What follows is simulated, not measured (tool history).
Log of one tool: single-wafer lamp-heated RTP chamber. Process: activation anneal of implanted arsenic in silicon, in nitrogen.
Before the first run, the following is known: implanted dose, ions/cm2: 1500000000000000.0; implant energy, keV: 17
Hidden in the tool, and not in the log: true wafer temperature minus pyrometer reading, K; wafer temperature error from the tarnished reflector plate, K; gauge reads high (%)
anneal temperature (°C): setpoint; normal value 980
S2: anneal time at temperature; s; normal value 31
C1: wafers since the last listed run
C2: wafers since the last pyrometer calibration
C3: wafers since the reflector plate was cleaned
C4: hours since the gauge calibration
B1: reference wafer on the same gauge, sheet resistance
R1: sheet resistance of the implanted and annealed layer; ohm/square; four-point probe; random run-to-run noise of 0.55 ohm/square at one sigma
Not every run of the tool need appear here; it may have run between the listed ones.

Run 1, hour 0.0: usual settings; C1 0; C2 2491; C3 2836; C4 938.3; B1 120.02. Result: R1 117.73 ohm/square.
At hour 60.1: gauge calibrated.
Run 2, hour 68.1: usual settings but anneal temperature (°C) 970; C1 538; C2 3029; C3 3375; C4 8.0; B1 120.22. Result: R1 123.14 ohm/square.
Run 3, hour 99.3: usual settings but S2 35 s; C1 246; C2 3276; C3 3622; C4 39.2; B1 119.93. Result: R1 114.26 ohm/square.
At hour 116.7: pyrometer window cleaned and pyrometer calibrated.
Run 4, hour 196.6: usual settings but S2 35 s; C1 706; C2 632; C3 4328; C4 136.5; B1 120.20. Result: R1 119.22 ohm/square.
At hour 246.6: reflector plate cleaned.
Run 5, hour 247.1: usual settings; C1 336; C2 968; C3 3; C4 187.0; B1 119.98. Result: R1 121.37 ohm/square.
Run 6, hour 275.7: usual settings; C1 226; C2 1194; C3 230; C4 215.6; B1 120.03. Result: R1 120.15 ohm/square.
Run 7, hour 362.6: usual settings; C1 687; C2 1881; C3 917; C4 302.5; B1 119.96. Result: R1 119.87 ohm/square.
Run 8, hour 433.5: usual settings; C1 560; C2 2442; C3 1478; C4 373.4; B1 120.32. Result: R1 117.99 ohm/square.
Run 9, hour 484.5: usual settings but S2 39 s; C1 403; C2 2846; C3 1881; C4 424.4; B1 119.85. Result: R1 113.51 ohm/square.
At hour 532.2: pyrometer window cleaned and pyrometer calibrated.
Run 10, hour 551.3: usual settings but anneal temperature (°C) 973; C1 465; C2 151; C3 2346; C4 491.2; B1 119.97. Result: R1 127.81 ohm/square.
Run 11, hour 615.6: usual settings but anneal temperature (°C) 973; C1 508; C2 659; C3 2855; C4 555.5; B1 119.86. Result: R1 125.82 ohm/square.
Run 12, hour 641.7: usual settings; C1 206; C2 866; C3 3061; C4 581.6; B1 120.00. Result: R1 121.46 ohm/square.
Run 13, hour 684.4: usual settings; C1 337; C2 1204; C3 3399; C4 624.3; B1 120.06. Result: R1 120.33 ohm/square.
Run 14, hour 734.9: usual settings but S2 40 s; C1 399; C2 1603; C3 3798; C4 674.8; B1 120.26. Result: R1 115.91 ohm/square.
At hour 796.8: reflector plate cleaned.
Run 15, hour 799.0: usual settings but S2 40 s; C1 443; C2 2047; C3 17; C4 738.9; B1 119.84. Result: R1 114.05 ohm/square.
Run 16, hour 848.8: usual settings but anneal temperature (°C) 1000, S2 14 s; C1 393; C2 2441; C3 410; C4 788.7; B1 119.94. Result: R1 122.34 ohm/square.
Run 17, hour 877.0: usual settings but anneal temperature (°C) 966, S2 17 s; C1 223; C2 2664; C3 634; C4 816.9; B1 119.94. Result: R1 136.16 ohm/square.
At hour 921.0: pyrometer window cleaned and pyrometer calibrated.
Run 18, hour 921.5: usual settings; C1 288; C2 3; C3 922; C4 861.4; B1 119.98. Result: R1 122.21 ohm/square.
Run 19, hour 958.8: usual settings; C1 295; C2 298; C3 1217; C4 898.7; B1 119.84. Result: R1 122.43 ohm/square.
Run 20, hour 1003.9: usual settings; C1 356; C2 655; C3 1574; C4 943.8; B1 119.91. Result: R1 122.30 ohm/square.
Run 21, hour 1049.2: usual settings; C1 358; C2 1013; C3 1932; C4 989.1; B1 119.89. Result: R1 121.52 ohm/square.

Run 22 comes next. What will it give?
Run 22, hour 1120.0: usual settings but anneal temperature (°C) 1004; C1 559; C2 1573; C3 2492; C4 1059.9; B1 ?. Result: R1 ?.

{"run 22": {"B1": 120.19, "R1": 107.45}}
On a tool with no hidden condition, and with the same random variation, this run would have come out at R1 110.14 ohm/square.
